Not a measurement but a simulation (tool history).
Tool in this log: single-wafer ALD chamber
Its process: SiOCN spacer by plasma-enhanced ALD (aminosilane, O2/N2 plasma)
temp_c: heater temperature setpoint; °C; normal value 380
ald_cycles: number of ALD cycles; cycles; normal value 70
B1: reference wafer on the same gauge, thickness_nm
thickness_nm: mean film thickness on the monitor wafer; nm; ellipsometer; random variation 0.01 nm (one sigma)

run 1 hour=0 | temp_c=392 ald_cycles=70 | B1=4.587 | thickness_nm=4.02
run 2 hour=62.9 | temp_c=392 ald_cycles=70 | B1=4.59 | thickness_nm=4.023
run 3 hour=133 | temp_c=392 ald_cycles=70 | B1=4.589 | thickness_nm=4.014
run 4 hour=227.7 | temp_c=380 ald_cycles=70 | B1=4.589 | thickness_nm=4.042
run 5 hour=437.9 | temp_c=380 ald_cycles=70 | B1=4.593 | thickness_nm=4.044
run 6 hour=482.6 | temp_c=380 ald_cycles=70 | B1=4.592 | thickness_nm=4.029
run 7 hour=537.8 | temp_c=380 ald_cycles=70 | B1=4.593 | thickness_nm=4.026
run 8 hour=616.9 | temp_c=392 ald_cycles=70 | B1=4.589 | thickness_nm=4.032
run 9 hour=722.9 | temp_c=380 ald_cycles=75 | B1=4.588 | thickness_nm=4.338

Forecast run 10:
run 10 hour=800.2 | temp_c=380 ald_cycles=74 | B1=? | thickness_nm=?

{"run 10": {"B1": 4.587, "thickness_nm": 4.253}}
Without the tool's hidden state the same run would have given thickness_nm 4.253 nm.
